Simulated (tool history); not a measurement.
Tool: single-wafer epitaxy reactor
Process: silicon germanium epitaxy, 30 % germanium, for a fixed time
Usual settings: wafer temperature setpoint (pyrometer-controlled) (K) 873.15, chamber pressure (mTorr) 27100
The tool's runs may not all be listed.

| run | day | wafer temperature setpoint (pyrometer-controlled) (K) | chamber pressure (mTorr) | read-back reference wafer on the same gauge, thickness_nm | mean film thickness on the monitor wafer (Å) |
|---|---|---|---|---|---|
| 1 | 0.000 | 864.15 | 30000 | 52.558 | 551.31 |
| 2 | 2.721 | 864.15 | 30000 | 52.621 | 551.76 |
| 3 | 3.804 | 864.15 | 30000 | 52.634 | 552.75 |
| 4 | 5.671 | 873.15 | 28700 | 52.624 | 636.55 |
| 5 | 7.575 | 873.15 | 28700 | 52.617 | 637.77 |
| 6 | 8.996 | 873.15 | 28700 | 52.559 | 637.33 |
| 7 | 10.842 | 873.15 | 27100 | 52.627 | 623.06 |
| 8 | 13.571 | 873.15 | 27100 | 52.562 | 625.09 |
|  | 15.508 | gauge calibrated |
| 9 | 15.633 | 883.15 | 23400 | 52.647 | 700.72 |

The next listed run, before its measurement:
| 10 | 16.650 | 873.15 | 27100 | ? | ? |

Run 10 gave read-back reference wafer on the same gauge, thickness_nm 52.645, mean film thickness on the monitor wafer (Å) 625.46.
Without the tool's hidden state the same run would have given mean film thickness on the monitor wafer (Å) 624.03.
